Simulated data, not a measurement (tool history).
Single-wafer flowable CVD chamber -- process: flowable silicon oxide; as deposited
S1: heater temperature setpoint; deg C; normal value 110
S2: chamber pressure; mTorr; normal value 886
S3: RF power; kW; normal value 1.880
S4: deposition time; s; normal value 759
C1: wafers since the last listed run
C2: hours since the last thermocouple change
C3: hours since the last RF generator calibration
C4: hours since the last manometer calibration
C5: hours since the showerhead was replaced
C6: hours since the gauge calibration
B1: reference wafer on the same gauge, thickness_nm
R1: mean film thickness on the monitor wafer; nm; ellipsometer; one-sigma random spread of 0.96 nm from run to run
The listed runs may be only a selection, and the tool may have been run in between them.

run    hour   S1    S2     S3   S4   C1      C2      C3      C4      C5      C6       B1       R1
  1     0.0  110   886  1.645  759    0  1106.9  2130.7  1650.7  6604.7  1350.3  401.218  358.979
  2    28.8  106   886  1.880  759   49  1135.7  2159.5  1679.5  6633.5  1379.1  401.038  429.049
       39.4  -- thermocouple changed; heater temperature recalibrated
  3   164.2  106   886  1.880  759  219   124.8  2294.9  1814.9  6768.9  1514.5  400.959  427.822
  4   227.5  110   886  1.880  759  108   188.1  2358.2  1878.2  6832.2  1577.8  400.728  367.126
  5   285.0  110   886  1.880  759   98   245.6  2415.7  1935.7  6889.7  1635.3  400.798  366.608
  6   319.7  110   886  1.880  759   59   280.3  2450.4  1970.4  6924.4  1670.0  400.933  366.012
      353.5  -- gauge calibrated
  7   387.3  110   886  1.880  709  116   347.9  2518.0  2038.0  6992.0    33.8  400.933  342.969
  8   449.2  110   886  1.880  759  106   409.8  2579.9  2099.9  7053.9    95.7  401.446  367.336
  9   477.4  103   671  1.725  892   48   438.0  2608.1  2128.1  7082.1   123.9  401.215  414.620
      530.4  -- capacitance manometer re-zeroed and calibrated
 10   532.0  104   697  1.655  653   80   492.6  2662.7     1.6  7136.7   178.5  400.858  309.373
 11   594.1  123   886  1.880  824  106   554.7  2724.8    63.7  7198.8   240.6  400.996  262.356
 12   638.6  105   886  2.140  676   76   599.2  2769.3   108.2  7243.3   285.1  401.089  412.535
      694.4  -- RF generator calibrated
 13   698.2  110   886  1.655  834   88   658.8     3.8   167.8  7302.9   344.7  401.129  401.465
 14   739.1   98   682  2.065  903   70   699.7    44.7   208.7  7343.8   385.6  401.025  547.175
 15   844.0  110   886  1.880  759  180   804.6   149.6   313.6  7448.7   490.5  401.282  372.979
 16   879.0  110   886  1.880  860   60   839.6   184.6   348.6  7483.7   525.5  401.059  425.590
 17   918.4  110   886  1.880  759   67   879.0   224.0   388.0  7523.1   564.9  401.098  373.871
      968.5  -- showerhead replaced
 18   970.4  110   695  2.135  759   75   931.0   276.0   440.0     1.9   616.9  401.277  298.015
 19   999.1  118   886  1.630  759   49   959.7   304.7   468.7    30.6   645.6  400.989  273.536
 20  1026.6  116   886  2.135  718   47   987.2   332.2   496.2    58.1   673.1  400.922  292.218
 21  1074.3  104   886  1.880  865   82  1034.9   379.9   543.9   105.8   720.8  401.074  531.583
 22  1102.4  110   886  1.880  905   48  1063.0   408.0   572.0   133.9   748.9  401.081  443.226
     1175.9  -- thermocouple changed; heater temperature recalibrated
 23  1176.4  105   698  2.080  844  113     0.5   482.0   646.0   207.9   822.9  401.222  399.175
 24  1201.3  125   886  1.880  759   42    25.4   506.9   670.9   232.8   847.8  400.930  226.011
 25  1241.1  117   886  2.110  759   68    65.2   546.7   710.7   272.6   887.6  400.828  295.452
 26  1295.5   96   886  2.185  702   93   119.6   601.1   765.1   327.0   942.0  401.090  597.371
 27  1358.9  110   886  1.880  759  109   183.0   664.5   828.5   390.4  1005.4  400.976  372.416
 28  1392.2  110  1058  2.155  759   57   216.3   697.8   861.8   423.7  1038.7  400.842  454.480

Alternative continuations, all from the tool just after run 28; predict every row:
  A  1392.8  110  886  2.235  759   1  216.9  698.4  862.4  424.3  1039.3   ?   ?
  B  1392.8  117  886  1.640  759   1  216.9  698.4  862.4  424.3  1039.3   ?   ?
  C  1392.8  110  964  2.230  759   1  216.9  698.4  862.4  424.3  1039.3   ?   ?
  D  1392.8  114  731  1.755  650   1  216.9  698.4  862.4  424.3  1039.3   ?   ?

run       B1       R1
  A  400.948  383.291
  B  400.948  283.613
  C  400.948  416.566
  D  400.948  224.696
Without the tool's unlogged condition, the same runs would have read:
run       R1
  A  387.883
  B  287.011
  C  421.484
  D  227.567
